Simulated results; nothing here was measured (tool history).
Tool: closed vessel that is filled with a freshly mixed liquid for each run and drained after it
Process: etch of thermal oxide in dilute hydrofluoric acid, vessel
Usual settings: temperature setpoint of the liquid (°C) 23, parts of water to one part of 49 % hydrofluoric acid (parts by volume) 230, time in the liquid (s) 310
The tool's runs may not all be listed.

run,day,temperature setpoint of the liquid (°C),parts of water to one part of 49 % hydrofluoric acid (parts by volume),time in the liquid (s),"read-back film thickness of the thermal oxide reference wafer, read on the same gauge (nm)",thickness taken off the thermal oxide on a monitor wafer (angstrom)
1,0,23,230,310,100.01,50
2,0.317,23,230,310,99.98,50.3
3,0.592,23,230,310,99.99,50.1
4,0.954,23,230,310,100,50.2
5,1.25,23,230,310,100,50.9
6,1.958,25,230,200,99.98,34.3
7,2.292,23,230,310,99.99,50
8,2.571,23,230,310,100,50.7
# day 2.733: hydrofluoric acid flow meter replaced
9,3.146,23,230,310,100.02,50.4
10,3.629,21,305,245,99.99,26.4
11,4.196,23,330,310,99.99,31.8
12,6.3,18,230,310,99.99,41.8
13,6.638,23,230,220,99.99,35.9
14,6.962,21.5,230,370,100.02,57.3
15,7.271,23,230,250,99.97,40.9
16,7.933,23,230,310,100,49.4
17,8.292,23,230,225,100,36.4
18,8.979,21.5,335,235,100.02,22.2
# day 9.192: gauge calibrated
19,9.558,23,230,310,100.01,50.1
20,10.004,21,230,310,100.01,46.9
21,11.792,20,230,150,99.99,21.6
22,12.5,19,335,490,99.99,43
23,12.896,26.5,230,465,99.99,85.4
24,13.312,18,340,310,99.99,26
25,13.725,23,230,310,99.99,49.9
26,14.079,23,260,195,100,27.1
27,14.396,21.5,230,370,99.99,57
28,14.992,20.5,280,455,99.99,53.1
29,15.658,23,230,310,100.01,50.9
30,16.375,23,230,310,100.01,50.2
31,17.088,23,125,310,99.98,104.5
32,17.454,23,230,310,100,49.9
33,18.158,23,155,310,100.02,81.6

Forecast each of these 5 alternatives for the next run:
A,18.188,23,230,310,?,?
B,18.188,23,230,425,?,?
C,18.188,18.5,340,135,?,?
D,18.188,21,310,240,?,?
E,18.188,20,185,235,?,?

run,"read-back film thickness of the thermal oxide reference wafer, read on the same gauge (nm)",thickness taken off the thermal oxide on a monitor wafer (angstrom)
A,100.02,50.1
B,100.02,68.7
C,100.02,11.3
D,100.02,24.8
E,100.02,44.1
Without the tool's hidden state the same runs would have given:
run,thickness taken off the thermal oxide on a monitor wafer (angstrom)
A,50.1
B,68.7
C,11.3
D,24.8
E,44.1

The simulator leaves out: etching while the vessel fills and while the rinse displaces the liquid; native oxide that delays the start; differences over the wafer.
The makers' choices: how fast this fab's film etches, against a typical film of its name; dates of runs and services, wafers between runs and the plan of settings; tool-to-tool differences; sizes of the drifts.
